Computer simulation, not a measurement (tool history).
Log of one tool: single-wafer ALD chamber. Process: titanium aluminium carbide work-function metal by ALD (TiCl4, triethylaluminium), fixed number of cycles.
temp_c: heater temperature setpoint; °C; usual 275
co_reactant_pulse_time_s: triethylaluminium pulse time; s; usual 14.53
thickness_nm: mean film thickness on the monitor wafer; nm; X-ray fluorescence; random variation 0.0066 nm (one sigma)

run     day  temp_c  co_reactant_pulse_time_s  wafers since the last listed run  hours since the last thermocouple change  hours since the last triethylaluminium bottle change  hours since the showerhead was replaced  hours since the gauge calibration  read-back reference wafer on the same gauge, thickness_nm  thickness_nm
  1   0.000     266                     17.26                                 0                                    1758.8                                                 444.1                                   6454.1                              454.2                                                      1.842         1.774
      2.979  -- triethylaluminium bottle replaced
  2   3.617     266                     17.26                               985                                    1845.6                                                  15.3                                   6540.9                              541.0                                                      1.839         1.831
  3   7.162     269                     14.53                              1064                                    1930.7                                                 100.4                                   6626.0                              626.1                                                      1.839         1.814
  4  10.792     275                     10.10                              1089                                    2017.8                                                 187.5                                   6713.1                              713.2                                                      1.842         1.632
  5  14.454     275                     14.53                              1099                                    2105.7                                                 275.4                                   6801.0                              801.1                                                      1.839         1.830
  6  17.858     281                     14.53                              1022                                    2187.4                                                 357.1                                   6882.7                              882.8                                                      1.839         1.851
  7  19.812     281                     14.53                               586                                    2234.3                                                 404.0                                   6929.6                              929.7                                                      1.839         1.847
  8  23.996     281                     14.53                              1256                                    2334.7                                                 504.4                                   7030.0                             1030.1                                                      1.840         1.833
     27.908  -- triethylaluminium bottle replaced
  9  28.262     275                     16.42                              1180                                    2437.1                                                   8.5                                   7132.4                             1132.5                                                      1.840         1.888
     33.958  -- thermocouple changed; heater temperature recalibrated
 10  36.050     275                     16.42                              2238                                      50.2                                                 195.4                                   7319.3                             1319.4                                                      1.841         1.863
 11  38.108     275                     14.53                               618                                      99.6                                                 244.8                                   7368.7                             1368.8                                                      1.841         1.832
 12  39.888     275                     14.53                               534                                     142.3                                                 287.5                                   7411.4                             1411.5                                                      1.840         1.828
 13  42.208     275                     14.53                               696                                     198.0                                                 343.2                                   7467.1                             1467.2                                                      1.842         1.820
 14  46.333     272                     12.59                              1238                                     297.0                                                 442.2                                   7566.1                             1566.2                                                      1.840         1.708
     48.467  -- showerhead replaced
 15  50.129     272                     12.59                              1039                                     388.1                                                 533.3                                     39.9                             1657.3                                                      1.842         1.689
     53.475  -- triethylaluminium bottle replaced
 16  54.196     275                     14.53                              1120                                     485.7                                                  17.3                                    137.5                             1754.9                                                      1.839         1.883
     56.029  -- gauge calibrated
 17  57.283     281                     18.63                               927                                     559.8                                                  91.4                                    211.6                               30.1                                                      1.840         1.941
 18  60.192     266                     14.53                               873                                     629.6                                                 161.2                                    281.4                               99.9                                                      1.841         1.771
 19  63.446     283                     10.24                               977                                     707.7                                                 239.3                                    359.5                              178.0                                                      1.840         1.667
 20  67.625     275                     14.53                              1254                                     808.0                                                 339.6                                    459.8                              278.3                                                      1.839         1.802
 21  69.650     270                     10.91                               608                                     856.6                                                 388.2                                    508.4                              326.9                                                      1.840         1.574
 22  72.192     285                     17.08                               763                                     917.6                                                 449.2                                    569.4                              387.9                                                      1.841         1.922
 23  74.796     261                     17.38                               781                                     980.1                                                 511.7                                    631.9                              450.4                                                      1.840         1.730
     76.475  -- triethylaluminium bottle replaced
 24  80.608     262                     14.53                              1645                                    1119.6                                                  99.2                                    771.4                              589.9                                                      1.839         1.753
 25  82.838     285                     19.70                               669                                    1173.1                                                 152.7                                    824.9                              643.4                                                      1.841         1.984
 26  84.879     287                     11.90                               613                                    1222.1                                                 201.7                                    873.9                              692.4                                                      1.840         1.867
 27  88.392     279                     14.53                              1054                                    1306.4                                                 286.0                                    958.2                              776.7                                                      1.840         1.861
 28  90.617     279                     16.70                               668                                    1359.8                                                 339.4                                   1011.6                              830.1                                                      1.840         1.894
 29  94.738     275                     14.53                              1237                                    1458.7                                                 438.3                                   1110.5                              929.0                                                      1.839         1.797
 30  98.408     275                     14.53                              1102                                    1546.8                                                 526.4                                   1198.6                             1017.1                                                      1.841         1.792

Forecast each of these 3 alternatives for the next run:
  A  98.425     275                     14.53                                 5                                    1547.2                                                 526.8                                   1199.0                             1017.5                                                          ?             ?
  B  98.425     279                     10.22                                 5                                    1547.2                                                 526.8                                   1199.0                             1017.5                                                          ?             ?
  C  98.425     263                     14.53                                 5                                    1547.2                                                 526.8                                   1199.0                             1017.5                                                          ?             ?

run  read-back reference wafer on the same gauge, thickness_nm  thickness_nm
  A                                                      1.840         1.802
  B                                                      1.840         1.580
  C                                                      1.840         1.702
Without the tool's hidden state the same runs would have given:
run  thickness_nm
  A         1.893
  B         1.833
  C         1.787

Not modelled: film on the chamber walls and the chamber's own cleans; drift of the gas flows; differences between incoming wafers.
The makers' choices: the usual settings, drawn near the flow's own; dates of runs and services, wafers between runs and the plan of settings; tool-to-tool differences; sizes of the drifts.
